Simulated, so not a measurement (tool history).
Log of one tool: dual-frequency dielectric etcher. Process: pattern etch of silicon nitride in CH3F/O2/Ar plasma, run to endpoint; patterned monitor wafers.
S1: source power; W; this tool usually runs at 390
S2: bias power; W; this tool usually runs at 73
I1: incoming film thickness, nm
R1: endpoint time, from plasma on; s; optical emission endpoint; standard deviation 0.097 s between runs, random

run,hour,S1,S2,I1,R1
1,0,390,73,21.47,30.1
2,70.9,390,73,21.29,30
3,139.3,390,73,21.38,29.9
4,192.1,390,73,21.52,30.1
5,220,390,73,21.31,29.8
# hour 262.9: wet clean of the chamber
6,270.3,390,73,21.32,29.8
7,298.9,390,73,21.17,29.6
8,359.8,390,73,21.46,30
9,514.9,390,73,21.55,30.2
10,539.6,450,73,21.18,27.2
11,578,450,73,21.2,27.2
12,619.5,450,73,21.37,27.6
# hour 685.4: upper electrode replaced
# hour 703.5: bias power generator calibrated
# hour 729.7: wet clean of the chamber
13,808.2,440,87,21.32,26.4
14,837.9,360,73,21.31,31.2
15,908.5,460,85,21.3,25.9
16,973.2,340,56,21.53,35.4
17,1023.7,390,73,21.4,29.8
# hour 1064.5: source power generator calibrated
# hour 1118.2: wet clean of the chamber
18,1198.4,330,88,21.43,32.6
19,1226.5,430,73,21.42,29.1
20,1318.9,390,64,21.45,32
21,1373.4,450,67,21.38,28.9
22,1437.6,480,73,21.33,26.9
23,1470,320,86,21.34,32.7
24,1497.7,320,86,21.24,32.8

Branching from run 24: 4 alternative next runs. What would each branch give?
A,1498.1,390,55,21.35,?
B,1498.1,350,73,21.35,?
C,1498.1,440,68,21.35,?
D,1498.1,450,60,21.35,?

run,R1
A,32.9
B,32.5
C,28.9
D,29.6
The same runs, with their run-to-run variation unchanged, on a tool lacking any hidden condition would have given:
run,R1
A,33.4
B,33
C,29.3
D,30
